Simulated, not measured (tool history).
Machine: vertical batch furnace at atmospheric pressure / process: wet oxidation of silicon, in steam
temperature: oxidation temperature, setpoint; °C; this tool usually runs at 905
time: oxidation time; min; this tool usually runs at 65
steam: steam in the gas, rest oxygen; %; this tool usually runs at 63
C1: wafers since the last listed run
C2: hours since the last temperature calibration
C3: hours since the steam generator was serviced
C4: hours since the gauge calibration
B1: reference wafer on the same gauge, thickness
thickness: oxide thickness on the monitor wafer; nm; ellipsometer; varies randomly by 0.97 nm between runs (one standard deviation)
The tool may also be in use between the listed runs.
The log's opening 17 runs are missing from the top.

{"run": 18, "hour": 954.5, "temperature": 905, "time": 43, "steam": 63, "C1": 529, "C2": 286.1, "C3": 2089.5, "C4": 1279.5, "B1": 185.09, "thickness": 112.95}
{"run": 19, "hour": 999.1, "temperature": 905, "time": 47.5, "steam": 70, "C1": 613, "C2": 330.7, "C3": 2134.1, "C4": 1324.1, "B1": 184.52, "thickness": 134.17}
{"hour": 1057.5, "done": "steam generator serviced"}
{"run": 20, "hour": 1058.0, "temperature": 905, "time": 65, "steam": 58, "C1": 480, "C2": 389.6, "C3": 0.5, "C4": 1383, "B1": 185.22, "thickness": 157.38}
{"run": 21, "hour": 1109.4, "temperature": 905, "time": 40.5, "steam": 63, "C1": 707, "C2": 441, "C3": 51.9, "C4": 1434.4, "B1": 185.29, "thickness": 114.48}
{"run": 22, "hour": 1134.3, "temperature": 895, "time": 51, "steam": 63, "C1": 342, "C2": 465.9, "C3": 76.8, "C4": 1459.3, "B1": 184.92, "thickness": 121.37}
{"run": 23, "hour": 1172.8, "temperature": 905, "time": 65, "steam": 63, "C1": 529, "C2": 504.4, "C3": 115.3, "C4": 1497.8, "B1": 184.62, "thickness": 169.96}
{"hour": 1368.4, "done": "gauge calibrated"}
{"run": 24, "hour": 1386.1, "temperature": 905, "time": 65, "steam": 63, "C1": 2935, "C2": 717.7, "C3": 328.6, "C4": 17.7, "B1": 184.97, "thickness": 166.4}
{"run": 25, "hour": 1442.2, "temperature": 888, "time": 65, "steam": 58, "C1": 772, "C2": 773.8, "C3": 384.7, "C4": 73.8, "B1": 185.08, "thickness": 126.74}
{"run": 26, "hour": 1492.0, "temperature": 905, "time": 65, "steam": 63, "C1": 685, "C2": 823.6, "C3": 434.5, "C4": 123.6, "B1": 185.31, "thickness": 166.6}
{"run": 27, "hour": 1519.0, "temperature": 894, "time": 90, "steam": 75, "C1": 371, "C2": 850.6, "C3": 461.5, "C4": 150.6, "B1": 185.1, "thickness": 217.59}
{"run": 28, "hour": 1586.4, "temperature": 905, "time": 65, "steam": 63, "C1": 927, "C2": 918, "C3": 528.9, "C4": 218, "B1": 184.95, "thickness": 166.06}
{"run": 29, "hour": 1655.9, "temperature": 922, "time": 46, "steam": 59, "C1": 956, "C2": 987.5, "C3": 598.4, "C4": 287.5, "B1": 185.13, "thickness": 142.73}
{"run": 30, "hour": 1702.8, "temperature": 881, "time": 65, "steam": 71, "C1": 645, "C2": 1034.4, "C3": 645.3, "C4": 334.4, "B1": 185.36, "thickness": 133.93}
{"run": 31, "hour": 1738.9, "temperature": 905, "time": 96, "steam": 63, "C1": 496, "C2": 1070.5, "C3": 681.4, "C4": 370.5, "B1": 185.52, "thickness": 225.19}

Forecast run 32:
{"run": 32, "hour": 1790.0, "temperature": 880, "time": 86.5, "steam": 57, "C1": 703, "C2": 1121.6, "C3": 732.5, "C4": 421.6, "B1": "?", "thickness": "?"}

Run 32 measured B1 184.84, thickness 140.64 nm.
Take away the tool's hidden state, keep the run-to-run variation as it was, and the same run would have given thickness 144.33 nm.
